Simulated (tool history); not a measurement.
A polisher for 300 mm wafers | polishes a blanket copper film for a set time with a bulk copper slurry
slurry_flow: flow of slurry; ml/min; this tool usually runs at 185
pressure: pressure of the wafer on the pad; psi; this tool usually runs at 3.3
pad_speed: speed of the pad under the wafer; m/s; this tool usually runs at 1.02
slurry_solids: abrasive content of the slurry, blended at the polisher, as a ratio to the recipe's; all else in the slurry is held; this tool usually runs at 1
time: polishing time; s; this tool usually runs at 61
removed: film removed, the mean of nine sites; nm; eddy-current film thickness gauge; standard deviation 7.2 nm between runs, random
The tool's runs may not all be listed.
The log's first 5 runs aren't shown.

| run | hour | slurry_flow | pressure | pad_speed | slurry_solids | time | wafers since the last listed run | wafers polished on this pad | hours since the slurry nozzle was cleaned | hours since the head pressure was calibrated | hours since the slurry blender was calibrated | incoming thickness of the incoming film, nm | removed |
|---|---|---|---|---|---|---|---|---|---|---|---|---|---|
| 6 | 146.2 | 185 | 3.3 | 1.02 | 1 | 61 | 182 | 929 | 716.4 | 1358.1 | 68.2 | 2483.9 | 576.8 |
| 7 | 166.7 | 185 | 3.3 | 1.02 | 1 | 61 | 241 | 1170 | 736.9 | 1378.6 | 88.7 | 2526.2 | 569.9 |
| 8 | 196.9 | 185 | 3.3 | 1.02 | 1 | 61 | 355 | 1525 | 767.1 | 1408.8 | 118.9 | 2485.1 | 568.4 |
|  | 205.5 | head pressure recalibrated |
|  | 227.6 | worn pad replaced by a new one |
| 9 | 228.1 | 185 | 3.3 | 1.02 | 1 | 61 | 296 | 5 | 798.3 | 22.6 | 150.1 | 2470.3 | 567.1 |
|  | 255.8 | slurry nozzle cleaned |
| 10 | 257.5 | 185 | 3.3 | 1.02 | 1 | 61 | 334 | 340 | 1.7 | 52 | 179.5 | 2484.9 | 562.7 |
|  | 270.4 | slurry blender recalibrated |
| 11 | 283 | 185 | 3.3 | 1.02 | 1 | 61 | 276 | 616 | 27.2 | 77.5 | 12.6 | 2488.7 | 583.7 |
| 12 | 298.4 | 185 | 3.3 | 1.02 | 1 | 61 | 181 | 798 | 42.6 | 92.9 | 28 | 2465.8 | 591.2 |
| 13 | 329.9 | 185 | 3.3 | 1.02 | 1 | 61 | 370 | 1168 | 74.1 | 124.4 | 59.5 | 2473.8 | 572.1 |
| 14 | 342.1 | 185 | 3.3 | 1.02 | 1 | 61 | 143 | 1312 | 86.3 | 136.6 | 71.7 | 2491.5 | 572.7 |
| 15 | 373.9 | 185 | 3.3 | 1.3 | 1.3 | 61 | 374 | 1686 | 118.1 | 168.4 | 103.5 | 2487.1 | 768.1 |
|  | 401.5 | worn pad replaced by a new one |
| 16 | 402 | 155 | 3.3 | 1.2 | 1 | 61 | 283 | 6 | 146.2 | 196.5 | 131.6 | 2527.4 | 653.1 |
|  | 478.3 | slurry blender recalibrated |
| 17 | 494.3 | 185 | 3.3 | 1.02 | 1 | 61 | 1062 | 1069 | 238.5 | 288.8 | 16 | 2520.8 | 585.2 |
| 18 | 510.1 | 185 | 3.3 | 1.02 | 1 | 61 | 185 | 1255 | 254.3 | 304.6 | 31.8 | 2475.8 | 585.5 |
| 19 | 537.4 | 185 | 3.3 | 0.92 | 1.25 | 61 | 321 | 1576 | 281.6 | 331.9 | 59.1 | 2458.9 | 546 |
| 20 | 572.5 | 155 | 4.5 | 1.02 | 1.25 | 61 | 413 | 1989 | 316.7 | 367 | 94.2 | 2520.1 | 805.4 |
|  | 585.9 | worn pad replaced by a new one |
| 21 | 599.4 | 220 | 2.3 | 0.72 | 0.75 | 61 | 269 | 158 | 343.6 | 393.9 | 121.1 | 2480.7 | 273.9 |
| 22 | 615.5 | 185 | 3.3 | 1.02 | 1 | 61 | 189 | 348 | 359.7 | 410 | 137.2 | 2475 | 573.5 |
| 23 | 650.6 | 225 | 2.1 | 0.8 | 1 | 44 | 413 | 761 | 394.8 | 445.1 | 172.3 | 2466.7 | 205.5 |
| 24 | 676.5 | 185 | 3.3 | 1.3 | 0.85 | 81 | 304 | 1066 | 420.7 | 471 | 198.2 | 2483.2 | 932.4 |
| 25 | 690.9 | 225 | 4.3 | 1.02 | 1 | 41 | 169 | 1235 | 435.1 | 485.4 | 212.6 | 2473.4 | 488.1 |
|  | 693.2 | slurry blender recalibrated |
| 26 | 707.3 | 165 | 3.3 | 1.02 | 1 | 67 | 169 | 1405 | 451.5 | 501.8 | 14.1 | 2474.3 | 632.4 |
| 27 | 739.5 | 185 | 3.3 | 1.02 | 1 | 61 | 378 | 1784 | 483.7 | 534 | 46.3 | 2493.9 | 577.4 |
| 28 | 773.4 | 215 | 3.3 | 0.9 | 1 | 61 | 399 | 2183 | 517.6 | 567.9 | 80.2 | 2487 | 516.1 |
|  | 780.1 | worn pad replaced by a new one |
| 29 | 787 | 185 | 3.3 | 0.76 | 1 | 61 | 112 | 81 | 531.2 | 581.5 | 93.8 | 2519.1 | 430.3 |
| 30 | 805.2 | 210 | 3.9 | 1.24 | 1.25 | 61 | 214 | 295 | 549.4 | 599.7 | 112 | 2468.5 | 868.9 |

What if the next run were any one of these 4? Each begins from the tool's condition after run 30:
| A | 805.6 | 155 | 3.3 | 1.02 | 1 | 61 | 4 | 300 | 549.8 | 600.1 | 112.4 | 2489.1 | ? |
| B | 805.6 | 235 | 3.3 | 0.86 | 1 | 54 | 4 | 300 | 549.8 | 600.1 | 112.4 | 2489.1 | ? |
| C | 805.6 | 205 | 2.4 | 1.02 | 1.15 | 48 | 4 | 300 | 549.8 | 600.1 | 112.4 | 2489.1 | ? |
| D | 805.6 | 120 | 3.3 | 0.68 | 1 | 61 | 4 | 300 | 549.8 | 600.1 | 112.4 | 2489.1 | ? |

| run | removed |
|---|---|
| A | 558.1 |
| B | 436 |
| C | 337.1 |
| D | 360 |
The same runs, with their run-to-run variation unchanged, on a tool lacking any hidden condition would have given:
| run | removed |
|---|---|
| A | 575.7 |
| B | 449.7 |
| C | 347.9 |
| D | 371.4 |

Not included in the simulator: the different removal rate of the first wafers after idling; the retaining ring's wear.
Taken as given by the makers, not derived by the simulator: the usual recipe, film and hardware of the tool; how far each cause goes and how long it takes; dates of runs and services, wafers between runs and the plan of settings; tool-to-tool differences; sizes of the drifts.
